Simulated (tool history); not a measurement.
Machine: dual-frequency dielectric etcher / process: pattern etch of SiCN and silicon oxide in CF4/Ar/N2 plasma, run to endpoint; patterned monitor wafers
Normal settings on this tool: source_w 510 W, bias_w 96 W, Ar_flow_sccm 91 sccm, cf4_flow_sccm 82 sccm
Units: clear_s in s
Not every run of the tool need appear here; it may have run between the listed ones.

run     day  source_w  bias_w  Ar_flow_sccm  cf4_flow_sccm  wafers since the last listed run  hours since the last wet clean  hours since the last source power generator calibration  hours since the last bias power generator calibration  hours since the last Ar flow controller change  hours since the last CF4 flow controller change  hours since the last upper electrode change  incoming incoming film thickness, nm  clear_s
  1       0       510      96            91             82                                 0                             110                                                    946.1                                                 1585.9                                          2564.8                                           1995.6                                       4586.3                                 16.12     14.5
  2   0.604       510      96            91             82                               300                           124.5                                                    960.6                                                 1600.4                                          2579.3                                           2010.1                                       4600.8                                 16.25     14.7
  3   2.092       510      96            91             82                               739                           160.2                                                    996.3                                                 1636.1                                            2615                                           2045.8                                       4636.5                                 16.01     14.3
  4   3.121       510      96            91             82                               511                           184.9                                                     1021                                                 1660.8                                          2639.7                                           2070.5                                       4661.2                                 16.18     14.5
  5   4.154       510      96            91             82                               513                           209.7                                                   1045.8                                                 1685.6                                          2664.5                                           2095.3                                         4686                                 16.14     14.2
  6   5.079       610     102            91             82                               459                           231.9                                                     1068                                                 1707.8                                          2686.7                                           2117.5                                       4708.2                                 16.09     11.5
  7   5.988       610     102            91             82                               451                           253.7                                                   1089.8                                                 1729.6                                          2708.5                                           2139.3                                         4730                                 16.16     11.4
  8   6.804       610     102            91             82                               405                           273.3                                                   1109.4                                                 1749.2                                          2728.1                                           2158.9                                       4749.6                                 16.11     11.2
  9    7.65       510      96            91             82                               420                           293.6                                                   1129.7                                                 1769.5                                          2748.4                                           2179.2                                       4769.9                                 16.04     14.2
      7.942  -- bias power generator calibrated
 10   9.062       510     115            91             82                               619                           327.5                                                   1163.6                                                   26.9                                          2782.3                                           2213.1                                       4803.8                                 16.19     12.9
 11   9.917       510     115            91             82                               424                             348                                                   1184.1                                                   47.4                                          2802.8                                           2233.6                                       4824.3                                 16.01     12.9
     10.817  -- CF4 flow controller replaced
 12  10.921       510      96            91             82                               374                           372.1                                                   1208.2                                                   71.5                                          2826.9                                              2.5                                       4848.4                                 16.13     14.1
     12.629  -- upper electrode replaced
 13   12.65       450      96            91            100                               362                           413.6                                                   1249.7                                                    113                                          2868.4                                               44                                          0.5                                 16.06       16
 14  13.296       600     119            77             77                               320                           429.1                                                   1265.2                                                  128.5                                          2883.9                                             59.5                                           16                                 15.93     10.5
 15  14.271       610     102            91             82                               484                           452.5                                                   1288.6                                                  151.9                                          2907.3                                             82.9                                         39.4                                 16.11     11.3
 16  15.629       610     102            91             82                               674                           485.1                                                   1321.2                                                  184.5                                          2939.9                                            115.5                                           72                                 16.05     11.3
     16.183  -- Ar flow controller replaced
 17   16.25       510      96            91             82                               184                             500                                                   1336.1                                                  199.4                                             1.6                                            130.4                                         86.9                                 16.08       14
     18.279  -- wet clean of the chamber
 18    18.3       510      96            91             82                               521                             0.5                                                   1385.3                                                  248.6                                            50.8                                            179.6                                        136.1                                 16.23     13.9
     20.004  -- source power generator calibrated
 19  20.612       630      96            91             82                              1066                              56                                                     14.6                                                  304.1                                           106.3                                            235.1                                        191.6                                 16.04     10.7
 20  21.375       400      96            91             82                               378                            74.3                                                     32.9                                                  322.4                                           124.6                                            253.4                                        209.9                                 16.01     17.9
     22.771  -- wet clean of the chamber, repeated, since the last time left the tool worse
 21  22.792       510      96            91             96                               207                             0.5                                                     66.9                                                  356.4                                           158.6                                            287.4                                        243.9                                 16.17     14.1
 22  23.329       510     102            91             82                               267                            13.4                                                     79.8                                                  369.3                                           171.5                                            300.3                                        256.8                                 16.13       14
 23  26.946       440      96            91             82                              1796                           100.2                                                    166.6                                                  456.1                                           258.3                                            387.1                                        343.6                                 16.18     16.9

5 ways to go on from here, each from the tool as it stands after run 23. What would each give?
  A  26.962       510      96            91             82                                 8                           100.6                                                      167                                                  456.5                                           258.7                                            387.5                                          344                                 16.06        ?
  B  26.962       510      84            81            100                                 8                           100.6                                                      167                                                  456.5                                           258.7                                            387.5                                          344                                 16.06        ?
  C  26.962       450      96            71             98                                 8                           100.6                                                      167                                                  456.5                                           258.7                                            387.5                                          344                                 16.06        ?
  D  26.962       580      96            91             82                                 8                           100.6                                                      167                                                  456.5                                           258.7                                            387.5                                          344                                 16.06        ?
  E  26.962       510      96            70             69                                 8                           100.6                                                      167                                                  456.5                                           258.7                                            387.5                                          344                                 16.06        ?

run  clear_s
  A     14.2
  B     14.7
  C     15.7
  D     12.3
  E     14.1
What these runs would have given with no unlogged condition in the tool:
run  clear_s
  A     14.5
  B     14.9
  C       16
  D     12.5
  E     14.3

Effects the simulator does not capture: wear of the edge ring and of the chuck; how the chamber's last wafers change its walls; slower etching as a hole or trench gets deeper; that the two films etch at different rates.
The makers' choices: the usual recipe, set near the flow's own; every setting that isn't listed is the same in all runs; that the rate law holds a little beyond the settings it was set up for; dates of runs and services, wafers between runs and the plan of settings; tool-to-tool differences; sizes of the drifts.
